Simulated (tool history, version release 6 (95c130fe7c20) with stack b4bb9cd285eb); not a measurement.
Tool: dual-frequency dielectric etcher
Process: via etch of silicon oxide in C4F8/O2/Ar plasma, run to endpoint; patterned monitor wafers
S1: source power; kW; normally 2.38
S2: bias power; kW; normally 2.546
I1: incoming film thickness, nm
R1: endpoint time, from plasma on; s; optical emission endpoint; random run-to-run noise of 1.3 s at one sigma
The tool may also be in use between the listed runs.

run   hour    S1     S2      I1     R1
  1      0  2.38  2.546  1549.8  252.4
  2   12.5  2.38  2.546  1535.4  249.9
  3   29.7  2.38  2.546  1542.5  249.4
  4   44.3  2.38  2.546  1526.6  247.4
  5   50.9  2.38  2.546  1547.6  249.5
  6   80.6  2.38  2.546  1556.7  255.6
  7   90.4  2.38  2.751  1543.9  247.4
       131  -- wet clean of the chamber
     153.4  -- upper electrode replaced
  8  153.9  2.38  2.751  1530.8    237
  9  154.3  2.38  2.751  1542.3  238.3
 10  154.7  2.38  2.546  1538.6  242.1
 11  155.4  2.38  2.546    1552    244
 12  166.4  2.38  2.546  1538.7  242.9
     180.4  -- bias power generator calibrated
 13  182.1     2  2.166  1535.5  264.2
 14  189.5  2.38  2.546    1549  244.9

Run 15 is up next; what results do you expect?
 15  203.1  2.74  2.845  1552.9   ?

Run 15 produced R1 226.4 s.
With the hidden condition absent and the run-to-run variation left alone, this run would have shown R1 224.9 s.
